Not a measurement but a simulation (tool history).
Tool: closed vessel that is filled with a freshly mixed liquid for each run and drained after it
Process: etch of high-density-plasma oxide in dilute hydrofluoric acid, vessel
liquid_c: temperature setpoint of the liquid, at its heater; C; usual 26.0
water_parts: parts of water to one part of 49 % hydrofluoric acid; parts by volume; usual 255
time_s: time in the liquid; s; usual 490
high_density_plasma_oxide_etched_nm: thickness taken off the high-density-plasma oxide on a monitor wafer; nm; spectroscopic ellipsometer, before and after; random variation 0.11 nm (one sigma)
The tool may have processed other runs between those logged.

| run | day | liquid_c | water_parts | time_s | read-back film thickness of the high-density-plasma oxide reference wafer, read on the same gauge (nm) | high_density_plasma_oxide_etched_nm |
|---|---|---|---|---|---|---|
| 1 | 0.000 | 23.5 | 255 | 315 | 110.00 | 8.78 |
| 2 | 0.742 | 23.5 | 255 | 315 | 109.99 | 8.85 |
| 3 | 1.308 | 27.5 | 255 | 490 | 110.06 | 15.66 |
| 4 | 2.108 | 26.0 | 255 | 490 | 109.97 | 15.08 |
| 5 | 2.850 | 22.5 | 255 | 310 | 109.98 | 8.46 |
| 6 | 3.383 | 22.5 | 255 | 310 | 109.93 | 8.40 |
| 7 | 4.362 | 22.5 | 255 | 310 | 110.01 | 8.51 |
|  | 6.129 | hydrofluoric acid flow meter replaced |
| 8 | 8.812 | 26.0 | 255 | 490 | 110.00 | 13.40 |
| 9 | 9.408 | 23.5 | 255 | 315 | 110.00 | 7.86 |
|  | 9.633 | thermometer replaced |
| 10 | 10.733 | 30.0 | 255 | 400 | 110.00 | 12.74 |
|  | 11.050 | gauge calibrated |
| 11 | 11.375 | 26.0 | 255 | 490 | 109.96 | 13.48 |
| 12 | 12.058 | 30.5 | 370 | 260 | 110.00 | 5.14 |
| 13 | 13.375 | 22.5 | 375 | 320 | 110.00 | 4.78 |
| 14 | 14.588 | 21.5 | 345 | 315 | 110.00 | 5.08 |
| 15 | 16.042 | 22.0 | 255 | 765 | 109.99 | 18.73 |
| 16 | 17.479 | 27.5 | 140 | 390 | 110.00 | 24.01 |
| 17 | 18.396 | 26.0 | 255 | 620 | 109.98 | 17.36 |

Branching from run 17: 3 alternative next runs. What would each branch give?
| A | 18.429 | 26.0 | 255 | 490 | ? | ? |
| B | 18.429 | 21.5 | 350 | 640 | ? | ? |
| C | 18.429 | 24.0 | 365 | 280 | ? | ? |

| run | read-back film thickness of the high-density-plasma oxide reference wafer, read on the same gauge (nm) | high_density_plasma_oxide_etched_nm |
|---|---|---|
| A | 109.98 | 13.80 |
| B | 109.98 | 10.26 |
| C | 109.98 | 4.63 |
Take away the tool's hidden state, keep each run's random variation, and the runs would have read:
| run | high_density_plasma_oxide_etched_nm |
|---|---|
| A | 13.06 |
| B | 9.69 |
| C | 4.37 |
